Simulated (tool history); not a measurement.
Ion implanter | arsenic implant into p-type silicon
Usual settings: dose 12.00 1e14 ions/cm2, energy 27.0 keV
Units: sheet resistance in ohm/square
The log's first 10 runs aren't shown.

run,hour,dose,energy,"read-back reference wafer on the same gauge, sheet resistance",sheet resistance
11,103.7,14.62,31.5,96.06,101.45
12,133.6,9.24,27.0,96.02,131.09
13,145.8,9.24,27.0,95.97,131.21
14,154.0,12.00,27.0,95.95,115.65
15,168.0,12.00,27.0,96.00,115.89
16,181.7,12.00,21.0,96.00,127.75
17,198.3,9.68,27.0,95.99,127.99
18,212.7,12.00,32.5,96.01,107.89
19,220.7,13.52,35.0,95.99,100.30
20,230.7,14.97,18.5,96.01,126.70
21,244.3,12.00,27.0,96.05,115.73
22,261.4,15.42,21.5,95.98,118.10
# hour 281.8: Faraday cup replaced and dose calibrated
# hour 285.5: gauge calibrated
23,306.3,12.00,27.0,96.00,114.54
24,323.3,8.46,27.0,96.04,136.02
25,340.8,13.86,18.5,96.00,128.01
26,351.7,12.00,17.5,95.99,135.10

Run 27 comes next. What will it give?
27,359.0,12.00,27.0,?,?

read-back reference wafer on the same gauge, sheet resistance: 95.98
sheet resistance: 114.41 ohm/square
Without the tool's hidden state the same run would have given sheet resistance 117.28 ohm/square.

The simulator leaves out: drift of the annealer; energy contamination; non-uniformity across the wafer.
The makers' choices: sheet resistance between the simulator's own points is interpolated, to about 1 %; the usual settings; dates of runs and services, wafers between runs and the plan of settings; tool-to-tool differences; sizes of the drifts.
